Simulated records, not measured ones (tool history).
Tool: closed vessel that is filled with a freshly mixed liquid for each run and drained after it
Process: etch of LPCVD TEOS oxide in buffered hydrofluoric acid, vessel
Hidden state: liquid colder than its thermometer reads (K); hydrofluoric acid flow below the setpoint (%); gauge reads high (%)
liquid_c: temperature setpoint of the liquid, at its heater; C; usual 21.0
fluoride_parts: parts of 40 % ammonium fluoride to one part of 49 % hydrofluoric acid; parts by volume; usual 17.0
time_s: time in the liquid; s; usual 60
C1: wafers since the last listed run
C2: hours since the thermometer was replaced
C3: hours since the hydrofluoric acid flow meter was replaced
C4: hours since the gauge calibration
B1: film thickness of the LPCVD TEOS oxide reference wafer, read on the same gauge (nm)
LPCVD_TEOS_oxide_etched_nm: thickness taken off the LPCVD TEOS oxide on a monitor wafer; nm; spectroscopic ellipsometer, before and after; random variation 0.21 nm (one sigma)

Run 1, hour 0.0: usual settings but fluoride_parts 20.0 parts by volume, time_s 70 s; C1 0; C2 2176.3; C3 1342.3; C4 143.5; B1 29.99. Result: LPCVD_TEOS_oxide_etched_nm 44.96 nm.
Run 2, hour 6.7: usual settings but liquid_c 23.0 C, time_s 85 s; C1 491; C2 2183.0; C3 1349.0; C4 150.2; B1 30.02. Result: LPCVD_TEOS_oxide_etched_nm 71.63 nm.
Run 3, hour 19.4: usual settings but liquid_c 23.0 C, time_s 85 s; C1 931; C2 2195.7; C3 1361.7; C4 162.9; B1 29.98. Result: LPCVD_TEOS_oxide_etched_nm 71.77 nm.
Run 4, hour 37.1: usual settings; C1 1298; C2 2213.4; C3 1379.4; C4 180.6; B1 30.01. Result: LPCVD_TEOS_oxide_etched_nm 44.85 nm.
Run 5, hour 44.2: usual settings; C1 520; C2 2220.5; C3 1386.5; C4 187.7; B1 30.00. Result: LPCVD_TEOS_oxide_etched_nm 45.30 nm.
Run 6, hour 50.6: usual settings; C1 469; C2 2226.9; C3 1392.9; C4 194.1; B1 30.00. Result: LPCVD_TEOS_oxide_etched_nm 44.74 nm.
Run 7, hour 58.4: usual settings; C1 572; C2 2234.7; C3 1400.7; C4 201.9; B1 29.99. Result: LPCVD_TEOS_oxide_etched_nm 44.91 nm.
Run 8, hour 67.0: usual settings; C1 630; C2 2243.3; C3 1409.3; C4 210.5; B1 30.02. Result: LPCVD_TEOS_oxide_etched_nm 45.18 nm.
At hour 78.6: hydrofluoric acid flow meter replaced.
Run 9, hour 80.5: usual settings but time_s 35 s; C1 917; C2 2256.8; C3 1.9; C4 224.0; B1 29.98. Result: LPCVD_TEOS_oxide_etched_nm 26.12 nm.
Run 10, hour 93.4: usual settings but time_s 35 s; C1 946; C2 2269.7; C3 14.8; C4 236.9; B1 30.01. Result: LPCVD_TEOS_oxide_etched_nm 26.26 nm.
Run 11, hour 99.6: usual settings but time_s 35 s; C1 454; C2 2275.9; C3 21.0; C4 243.1; B1 30.04. Result: LPCVD_TEOS_oxide_etched_nm 26.04 nm.
Run 12, hour 115.6: usual settings but liquid_c 17.5 C, fluoride_parts 21.0 parts by volume; C1 1173; C2 2291.9; C3 37.0; C4 259.1; B1 30.00. Result: LPCVD_TEOS_oxide_etched_nm 30.03 nm.
Run 13, hour 127.3: usual settings but liquid_c 24.5 C; C1 858; C2 2303.6; C3 48.7; C4 270.8; B1 29.98. Result: LPCVD_TEOS_oxide_etched_nm 54.61 nm.
Run 14, hour 139.6: usual settings but fluoride_parts 23.0 parts by volume; C1 902; C2 2315.9; C3 61.0; C4 283.1; B1 30.01. Result: LPCVD_TEOS_oxide_etched_nm 34.78 nm.
Run 15, hour 146.6: usual settings; C1 513; C2 2322.9; C3 68.0; C4 290.1; B1 30.01. Result: LPCVD_TEOS_oxide_etched_nm 44.63 nm.
Run 16, hour 155.4: usual settings but liquid_c 23.5 C; C1 645; C2 2331.7; C3 76.8; C4 298.9; B1 30.02. Result: LPCVD_TEOS_oxide_etched_nm 51.40 nm.
At hour 156.1: gauge calibrated.
At hour 166.6: thermometer replaced.
Run 17, hour 167.1: usual settings but liquid_c 24.0 C, time_s 50 s; C1 784; C2 0.5; C3 88.5; C4 11.0; B1 29.99. Result: LPCVD_TEOS_oxide_etched_nm 51.41 nm.
Run 18, hour 175.4: usual settings but fluoride_parts 13.5 parts by volume; C1 608; C2 8.8; C3 96.8; C4 19.3; B1 30.01. Result: LPCVD_TEOS_oxide_etched_nm 65.10 nm.
Run 19, hour 190.4: usual settings but liquid_c 23.0 C, fluoride_parts 13.5 parts by volume, time_s 50 s; C1 1100; C2 23.8; C3 111.8; C4 34.3; B1 30.02. Result: LPCVD_TEOS_oxide_etched_nm 60.82 nm.
Run 20, hour 198.8: usual settings but liquid_c 24.0 C; C1 616; C2 32.2; C3 120.2; C4 42.7; B1 30.00. Result: LPCVD_TEOS_oxide_etched_nm 61.64 nm.
Run 21, hour 213.9: usual settings but fluoride_parts 12.0 parts by volume, time_s 90 s; C1 1107; C2 47.3; C3 135.3; C4 57.8; B1 30.03. Result: LPCVD_TEOS_oxide_etched_nm 109.28 nm.
Run 22, hour 227.7: usual settings but liquid_c 23.0 C, time_s 30 s; C1 1012; C2 61.1; C3 149.1; C4 71.6; B1 30.01. Result: LPCVD_TEOS_oxide_etched_nm 28.87 nm.
Run 23, hour 236.2: usual settings but liquid_c 17.0 C, time_s 75 s; C1 623; C2 69.6; C3 157.6; C4 80.1; B1 30.02. Result: LPCVD_TEOS_oxide_etched_nm 51.90 nm.
Run 24, hour 253.6: usual settings; C1 1276; C2 87.0; C3 175.0; C4 97.5; B1 29.99. Result: LPCVD_TEOS_oxide_etched_nm 51.87 nm.
Run 25, hour 261.9: usual settings; C1 608; C2 95.3; C3 183.3; C4 105.8; B1 30.00. Result: LPCVD_TEOS_oxide_etched_nm 51.54 nm.

What the log doesn't show, run by run:
hydrofluoric acid flow below the setpoint (%): 0 in every run
gauge reads high (%): 0 in every run
H1: liquid colder than its thermometer reads (K)
run     H1
  1   2.66
  2   2.66
  3   2.68
  4    2.7
  5   2.71
  6   2.72
  7   2.73
  8   2.74
  9   2.75
 10   2.77
 11   2.78
 12    2.8
 13   2.81
 14   2.83
 15   2.84
 16   2.85
 17  0.141
 18  0.151
 19   0.17
 20   0.18
 21  0.198
 22  0.215
 23  0.225
 24  0.247
 25  0.257
